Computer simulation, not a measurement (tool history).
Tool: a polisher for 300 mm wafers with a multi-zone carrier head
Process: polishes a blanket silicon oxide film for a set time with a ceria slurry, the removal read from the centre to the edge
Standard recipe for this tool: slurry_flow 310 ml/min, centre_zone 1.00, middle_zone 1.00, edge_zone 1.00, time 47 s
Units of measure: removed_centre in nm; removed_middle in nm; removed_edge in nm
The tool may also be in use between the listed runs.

run,day,slurry_flow,centre_zone,middle_zone,edge_zone,time,"incoming thickness of the incoming film, nm",removed_centre,removed_middle,removed_edge
1,0.000,310,1.00,1.00,1.00,47,775.4,314.3,292.5,289.4
2,1.512,310,1.00,1.00,1.00,47,779.2,320.0,293.7,288.3
3,4.017,310,1.08,1.00,1.00,47,791.1,347.9,286.4,291.2
4,7.738,310,1.08,1.00,1.00,47,768.0,347.0,296.9,286.0
5,10.638,310,1.00,1.06,1.00,47,767.2,325.9,310.5,287.8
# day 13.188: slurry nozzle cleaned
# day 13.312: centre zone pressure recalibrated
6,17.708,310,1.00,1.06,1.00,47,771.6,284.6,301.2,294.1
# day 18.025: worn pad replaced by a new one
# day 18.358: edge zone pressure recalibrated
7,20.812,310,1.00,1.06,1.00,47,769.8,293.1,302.8,291.0
8,23.142,310,1.00,1.00,1.00,47,781.2,282.2,295.3,301.1
9,35.025,310,1.00,1.00,1.00,47,770.5,293.3,298.6,286.2
10,36.717,310,1.00,1.00,1.00,47,782.1,298.7,294.3,287.5
# day 37.546: worn pad replaced by a new one
# day 39.492: edge zone pressure recalibrated
11,40.104,225,1.04,1.00,0.91,62,770.1,391.1,368.1,355.0
# day 40.575: slurry nozzle cleaned
12,44.558,205,1.00,1.12,1.11,36,788.8,214.3,230.2,229.5
# day 45.975: carrier head's membrane replaced by a new one
13,46.358,310,1.04,1.08,0.90,42,773.0,278.2,272.2,246.4
14,50.067,225,1.10,0.91,0.89,47,784.0,317.4,267.7,272.5
# day 52.096: centre zone pressure recalibrated
15,53.108,310,1.00,1.05,1.00,47,775.3,291.2,305.5,287.9
16,56.029,215,1.00,1.00,0.91,47,769.3,277.9,275.2,269.6
# day 56.592: worn pad replaced by a new one
17,59.538,310,1.00,1.00,1.00,47,781.7,288.1,287.1,296.9
18,63.862,380,1.00,1.00,1.00,47,770.7,292.8,296.2,294.8
# day 64.317: edge zone pressure recalibrated
19,66.004,310,1.00,1.00,1.00,47,779.7,286.0,300.7,296.7
20,67.779,355,1.06,1.00,1.00,47,776.2,304.6,297.9,299.4
# day 68.417: slurry nozzle cleaned
21,70.733,310,1.00,1.00,1.11,42,771.5,257.4,259.6,273.7
# day 74.658: worn pad replaced by a new one
22,74.862,255,1.00,1.00,1.00,47,781.0,288.1,283.5,287.9
23,77.967,310,1.00,1.06,1.00,47,776.3,287.8,301.7,289.8

Below, some changes in removed_centre between adjacent runs. For each, the amount present without the hidden state too (settings, incoming material, random variation) and the amount remaining for the hidden state with gauge scatter not shared by both compared results:
Hidden state at play: removal rate lost through wear of the pad, %; slurry flow missing at the pad, %; deviation of the centre zone's pressure from its setpoint, %; deviation of the edge zone's pressure from its setpoint, %.
Run 5 -> 6: slurry nozzle cleaned, centre zone pressure recalibrated. removed_centre -41.3 nm: hidden state -41.1, all else -0.2.
Run 10 -> 11: slurry_flow 310 -> 225, centre_zone 1.00 -> 1.04, edge_zone 1.00 -> 0.91, time 47 -> 62, worn pad replaced by a new one, edge zone pressure recalibrated. removed_centre +92.4 nm: hidden state +6.3, all else +86.1.
Run 11 -> 12: slurry_flow 225 -> 205, centre_zone 1.04 -> 1.00, middle_zone 1.00 -> 1.12, edge_zone 0.91 -> 1.11, time 62 -> 36, slurry nozzle cleaned. removed_centre -176.8 nm: hidden state -4.3, all else -172.5.
Run 14 -> 15: slurry_flow 225 -> 310, centre_zone 1.10 -> 1.00, middle_zone 0.91 -> 1.05, edge_zone 0.89 -> 1.00, centre zone pressure recalibrated. removed_centre -26.2 nm: hidden state -24.0, all else -2.2.
